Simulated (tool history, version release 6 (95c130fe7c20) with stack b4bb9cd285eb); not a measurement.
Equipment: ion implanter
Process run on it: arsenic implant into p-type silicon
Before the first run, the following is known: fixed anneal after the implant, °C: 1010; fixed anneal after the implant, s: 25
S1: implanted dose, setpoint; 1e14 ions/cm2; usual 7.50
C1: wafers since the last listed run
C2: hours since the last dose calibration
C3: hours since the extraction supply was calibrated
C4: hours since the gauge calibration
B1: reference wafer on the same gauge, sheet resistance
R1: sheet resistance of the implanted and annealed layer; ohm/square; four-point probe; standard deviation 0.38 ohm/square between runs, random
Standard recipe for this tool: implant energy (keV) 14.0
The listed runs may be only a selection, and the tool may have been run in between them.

{"run": 1, "hour": 0.0, "S1": 7.5, "implant energy (keV)": 14.0, "C1": 0, "C2": 1551.1, "C3": 4884.5, "C4": 706.2, "B1": 130.08, "R1": 154.81}
{"run": 2, "hour": 39.5, "S1": 7.5, "implant energy (keV)": 14.0, "C1": 771, "C2": 1590.6, "C3": 4924.0, "C4": 745.7, "B1": 130.02, "R1": 155.88}
{"run": 3, "hour": 88.5, "S1": 7.5, "implant energy (keV)": 14.0, "C1": 956, "C2": 1639.6, "C3": 4973.0, "C4": 794.7, "B1": 129.91, "R1": 155.38}
{"run": 4, "hour": 129.4, "S1": 7.5, "implant energy (keV)": 14.0, "C1": 798, "C2": 1680.5, "C3": 5013.9, "C4": 835.6, "B1": 129.92, "R1": 155.1}
{"run": 5, "hour": 186.1, "S1": 7.5, "implant energy (keV)": 14.0, "C1": 1106, "C2": 1737.2, "C3": 5070.6, "C4": 892.3, "B1": 130.01, "R1": 155.36}
{"run": 6, "hour": 219.9, "S1": 7.5, "implant energy (keV)": 14.0, "C1": 659, "C2": 1771.0, "C3": 5104.4, "C4": 926.1, "B1": 130.03, "R1": 155.1}
{"run": 7, "hour": 259.7, "S1": 8.49, "implant energy (keV)": 14.0, "C1": 776, "C2": 1810.8, "C3": 5144.2, "C4": 965.9, "B1": 129.95, "R1": 143.63}
{"run": 8, "hour": 327.6, "S1": 8.49, "implant energy (keV)": 14.0, "C1": 1325, "C2": 1878.7, "C3": 5212.1, "C4": 1033.8, "B1": 129.92, "R1": 144.06}
{"run": 9, "hour": 387.4, "S1": 8.49, "implant energy (keV)": 14.0, "C1": 1167, "C2": 1938.5, "C3": 5271.9, "C4": 1093.6, "B1": 130.06, "R1": 143.32}
{"run": 10, "hour": 412.2, "S1": 7.5, "implant energy (keV)": 14.0, "C1": 484, "C2": 1963.3, "C3": 5296.7, "C4": 1118.4, "B1": 129.99, "R1": 155.33}
{"hour": 473.7, "done": "Faraday cup replaced and dose calibrated"}
{"run": 11, "hour": 474.2, "S1": 7.5, "implant energy (keV)": 14.0, "C1": 1054, "C2": 0.5, "C3": 5358.7, "C4": 1180.4, "B1": 130.01, "R1": 152.5}
{"run": 12, "hour": 528.8, "S1": 7.5, "implant energy (keV)": 14.0, "C1": 1065, "C2": 55.1, "C3": 5413.3, "C4": 1235.0, "B1": 129.98, "R1": 153.08}
{"run": 13, "hour": 566.0, "S1": 7.5, "implant energy (keV)": 14.0, "C1": 726, "C2": 92.3, "C3": 5450.5, "C4": 1272.2, "B1": 129.99, "R1": 152.08}
{"run": 14, "hour": 613.2, "S1": 8.07, "implant energy (keV)": 14.0, "C1": 921, "C2": 139.5, "C3": 5497.7, "C4": 1319.4, "B1": 130.02, "R1": 145.41}
{"run": 15, "hour": 671.2, "S1": 7.5, "implant energy (keV)": 14.0, "C1": 1132, "C2": 197.5, "C3": 5555.7, "C4": 1377.4, "B1": 130.01, "R1": 151.45}
{"hour": 679.3, "done": "extraction supply calibrated"}
{"run": 16, "hour": 699.8, "S1": 7.5, "implant energy (keV)": 14.0, "C1": 402, "C2": 226.1, "C3": 20.5, "C4": 1406.0, "B1": 130.12, "R1": 151.41}
{"hour": 732.5, "done": "Faraday cup replaced and dose calibrated, repeated, since the last time left the tool worse"}
{"run": 17, "hour": 842.9, "S1": 8.92, "implant energy (keV)": 17.0, "C1": 2637, "C2": 110.4, "C3": 163.6, "C4": 1549.1, "B1": 130.03, "R1": 137.23}
{"hour": 864.9, "done": "gauge calibrated"}
{"run": 18, "hour": 884.2, "S1": 7.5, "implant energy (keV)": 14.0, "C1": 806, "C2": 151.7, "C3": 204.9, "C4": 19.3, "B1": 129.93, "R1": 157.43}
{"run": 19, "hour": 917.6, "S1": 6.85, "implant energy (keV)": 12.0, "C1": 651, "C2": 185.1, "C3": 238.3, "C4": 52.7, "B1": 129.96, "R1": 170.15}
{"run": 20, "hour": 988.0, "S1": 6.48, "implant energy (keV)": 14.0, "C1": 1374, "C2": 255.5, "C3": 308.7, "C4": 123.1, "B1": 130.06, "R1": 173.16}
{"run": 21, "hour": 1018.6, "S1": 7.5, "implant energy (keV)": 10.5, "C1": 597, "C2": 286.1, "C3": 339.3, "C4": 153.7, "B1": 130.02, "R1": 161.77}
{"run": 22, "hour": 1218.7, "S1": 9.0, "implant energy (keV)": 14.0, "C1": 3906, "C2": 486.2, "C3": 539.4, "C4": 353.8, "B1": 130.02, "R1": 139.31}
{"run": 23, "hour": 1251.5, "S1": 7.5, "implant energy (keV)": 14.0, "C1": 640, "C2": 519.0, "C3": 572.2, "C4": 386.6, "B1": 130.01, "R1": 156.25}
{"run": 24, "hour": 1290.8, "S1": 8.24, "implant energy (keV)": 14.0, "C1": 767, "C2": 558.3, "C3": 611.5, "C4": 425.9, "B1": 130.02, "R1": 146.53}
{"run": 25, "hour": 1355.6, "S1": 7.5, "implant energy (keV)": 14.0, "C1": 1264, "C2": 623.1, "C3": 676.3, "C4": 490.7, "B1": 129.96, "R1": 156.63}
{"run": 26, "hour": 1417.7, "S1": 6.42, "implant energy (keV)": 9.5, "C1": 1212, "C2": 685.2, "C3": 738.4, "C4": 552.8, "B1": 129.97, "R1": 179.78}

Per-run results on a tool with no hidden state, each run keeping its own random variation:
The tool's hidden condition here consists of: deviation of the true dose from the Faraday cup's reading, %; deviation of the true energy from its setpoint, %; gauge reads high (%).
run=1 R1=157.30
run=2 R1=158.40
run=3 R1=157.92
run=4 R1=157.64
run=5 R1=157.92
run=6 R1=157.67
run=7 R1=145.85
run=8 R1=146.30
run=9 R1=145.56
run=10 R1=157.95
run=11 R1=157.84
run=12 R1=158.67
run=13 R1=157.79
run=14 R1=150.81
run=15 R1=157.52
run=16 R1=157.57
run=17 R1=137.29
run=18 R1=157.66
run=19 R1=170.55
run=20 R1=173.87
run=21 R1=162.47
run=22 R1=140.29
run=23 R1=157.55
run=24 R1=147.77
run=25 R1=158.14
run=26 R1=181.70
